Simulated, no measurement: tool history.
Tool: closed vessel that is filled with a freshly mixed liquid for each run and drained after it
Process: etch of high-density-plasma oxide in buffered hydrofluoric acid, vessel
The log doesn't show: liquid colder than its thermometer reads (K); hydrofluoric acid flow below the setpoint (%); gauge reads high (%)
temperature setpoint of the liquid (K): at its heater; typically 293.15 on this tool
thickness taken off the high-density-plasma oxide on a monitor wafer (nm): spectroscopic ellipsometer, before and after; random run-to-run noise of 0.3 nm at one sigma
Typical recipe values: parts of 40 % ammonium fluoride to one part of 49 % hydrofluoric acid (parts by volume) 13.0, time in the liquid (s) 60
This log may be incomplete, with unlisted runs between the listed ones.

run	hour	temperature setpoint of the liquid (K)	parts of 40 % ammonium fluoride to one part of 49 % hydrofluoric acid (parts by volume)	time in the liquid (s)	wafers since the last listed run	hours since the thermometer was replaced	hours since the hydrofluoric acid flow meter was replaced	hours since the gauge calibration	read-back film thickness of the high-density-plasma oxide reference wafer, read on the same gauge (nm)	thickness taken off the high-density-plasma oxide on a monitor wafer (nm)
1	0.0	293.15	13.0	60	0	1812.1	372.8	1494.7	110.00	59.51
2	74.0	293.15	13.0	60	6894	1886.1	446.8	1568.7	110.01	59.06
3	164.7	293.15	13.0	60	8450	1976.8	537.5	1659.4	109.99	59.65
4	213.6	293.15	13.0	60	4556	2025.7	586.4	1708.3	110.00	58.69
5	276.0	293.15	13.0	60	5813	2088.1	648.8	1770.7	110.02	59.71
# hour 291.4: hydrofluoric acid flow meter replaced
6	356.7	293.15	13.0	60	7425	2168.8	65.3	1851.4	109.98	59.07
7	398.0	293.15	13.0	60	3847	2210.1	106.6	1892.7	110.00	59.54
8	493.0	293.15	13.0	60	8851	2305.1	201.6	1987.7	110.00	59.16
9	553.5	293.15	13.0	60	5636	2365.6	262.1	2048.2	109.99	58.29
# hour 598.4: thermometer replaced
10	758.5	293.15	13.0	60	19006	160.1	467.1	2253.2	109.98	62.00
11	811.9	294.65	15.0	60	4975	213.5	520.5	2306.6	110.01	58.33
12	872.6	293.15	13.0	60	5655	274.2	581.2	2367.3	110.02	61.74
13	930.2	293.15	13.0	60	5366	331.8	638.8	2424.9	110.01	61.97
# hour 976.5: hydrofluoric acid flow meter replaced
14	994.9	294.65	10.0	90	5934	396.5	18.4	2489.6	109.97	129.60
15	1066.5	296.65	13.0	60	6671	468.1	90.0	2561.2	109.99	74.71
16	1162.9	293.15	13.0	60	8981	564.5	186.4	2657.6	109.99	61.30
17	1220.8	293.15	13.0	60	5394	622.4	244.3	2715.5	110.01	62.04
18	1273.8	290.15	13.0	45	4938	675.4	297.3	2768.5	110.01	38.98
19	1318.1	293.15	11.0	30	4127	719.7	341.6	2812.8	109.99	35.91
20	1400.3	293.15	13.0	60	7658	801.9	423.8	2895.0	109.98	61.23
21	1510.2	297.15	13.0	75	10239	911.8	533.7	3004.9	109.99	94.46
# hour 1520.0: gauge calibrated
22	1607.3	293.15	9.5	95	9046	1008.9	630.8	87.3	110.00	128.53
# hour 1610.0: hydrofluoric acid flow meter replaced
23	1649.8	290.15	13.0	70	3866	1051.4	39.8	129.8	110.03	59.32
24	1738.8	293.15	11.5	60	8292	1140.4	128.8	218.8	110.02	68.99
25	1802.2	296.15	13.0	85	5907	1203.8	192.2	282.2	109.97	101.73
26	1897.9	295.65	11.0	45	8916	1299.5	287.9	377.9	110.02	61.40
27	1982.4	297.15	13.0	45	7872	1384.0	372.4	462.4	110.00	56.29
28	2043.6	293.15	13.0	60	5702	1445.2	433.6	523.6	109.98	60.99
29	2141.7	290.65	16.5	75	9140	1543.3	531.7	621.7	110.02	51.38
30	2178.7	296.65	11.5	35	3447	1580.3	568.7	658.7	110.01	48.20
# hour 2206.1: hydrofluoric acid flow meter replaced
31	2251.7	293.15	13.0	60	6708	1653.3	45.6	731.7	110.01	60.44

Alternative continuations, all from the tool just after run 31; predict every row:
A	2252.4	293.15	14.5	60	65	1654.0	46.3	732.4	?	?
B	2252.4	296.15	13.0	40	65	1654.0	46.3	732.4	?	?
C	2252.4	293.15	10.5	45	65	1654.0	46.3	732.4	?	?
D	2252.4	291.15	9.0	80	65	1654.0	46.3	732.4	?	?

run	read-back film thickness of the high-density-plasma oxide reference wafer, read on the same gauge (nm)	thickness taken off the high-density-plasma oxide on a monitor wafer (nm)
A	109.97	53.68
B	109.97	47.08
C	109.97	55.22
D	109.97	98.24
Without the tool's hidden state the same runs would have given:
run	thickness taken off the high-density-plasma oxide on a monitor wafer (nm)
A	55.74
B	48.85
C	57.34
D	102.05

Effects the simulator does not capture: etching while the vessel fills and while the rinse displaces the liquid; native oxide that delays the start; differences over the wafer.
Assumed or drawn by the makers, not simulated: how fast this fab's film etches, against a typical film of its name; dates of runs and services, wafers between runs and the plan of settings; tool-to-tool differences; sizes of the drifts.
